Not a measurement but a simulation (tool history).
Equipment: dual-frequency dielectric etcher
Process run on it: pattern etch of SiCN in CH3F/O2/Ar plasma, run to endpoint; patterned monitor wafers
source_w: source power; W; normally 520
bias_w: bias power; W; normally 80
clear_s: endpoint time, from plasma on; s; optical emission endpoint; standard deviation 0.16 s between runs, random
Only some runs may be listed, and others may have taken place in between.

run	hour	source_w	bias_w	wafers since the last listed run	hours since the last wet clean	hours since the last source power generator calibration	hours since the last bias power generator calibration	hours since the last upper electrode change	incoming incoming film thickness, nm	clear_s
1	0.0	520	80	0	35.4	1462.8	2676.6	4050.3	7.60	18.9
2	48.2	520	80	645	83.6	1511.0	2724.8	4098.5	7.54	18.5
3	106.8	520	80	784	142.2	1569.6	2783.4	4157.1	7.56	18.4
4	193.4	520	80	1158	228.8	1656.2	2870.0	4243.7	7.70	18.5
5	270.6	520	80	1033	306.0	1733.4	2947.2	4320.9	7.58	18.2
6	389.1	520	80	1585	424.5	1851.9	3065.7	4439.4	7.58	17.9
7	463.9	520	80	1001	499.3	1926.7	3140.5	4514.2	7.62	18.1
# hour 490.6: wet clean of the chamber
# hour 529.4: source power generator calibrated
8	531.3	520	80	527	40.7	1.9	3207.9	4581.6	7.51	18.2
9	578.9	520	80	637	88.3	49.5	3255.5	4629.2	7.54	18.1
10	618.4	520	80	528	127.8	89.0	3295.0	4668.7	7.59	18.7
# hour 817.8: bias power generator calibrated
# hour 931.4: wet clean of the chamber
11	931.9	430	71	3820	0.5	402.5	114.1	4982.2	7.54	21.0
12	979.4	470	68	635	48.0	450.0	161.6	5029.7	7.65	20.8
13	1024.9	480	94	608	93.5	495.5	207.1	5075.2	7.55	17.7
# hour 1142.8: upper electrode replaced
14	1143.3	520	80	1263	211.9	613.9	325.5	0.5	7.63	18.2
15	1236.9	520	80	1252	305.5	707.5	419.1	94.1	7.51	17.9
16	1296.5	480	67	797	365.1	767.1	478.7	153.7	7.56	19.7
# hour 1351.1: wet clean of the chamber
17	1367.4	640	65	627	16.3	838.0	549.6	224.6	7.64	18.5
18	1430.2	580	62	840	79.1	900.8	612.4	287.4	7.63	19.5

Some steps in clear_s between neighbouring runs. How much of each would the tool show without its hidden state too (settings, what came in, random variation), and how much is left for the hidden state, with any gauge scatter that isn't in both results?
Unlogged tool condition in this case: etch rate over this chamber's usual, %; source power that arrives over what is set, %; bias power that arrives over what is set, %.
Run 12 -> 13: source_w 470 -> 480, bias_w 68 -> 94. clear_s -3.1 s: hidden state -0.2, all else -2.9.
Run 16 -> 17: source_w 480 -> 640, bias_w 67 -> 65, wet clean of the chamber. clear_s -1.2 s: hidden state +0.9, all else -2.1.
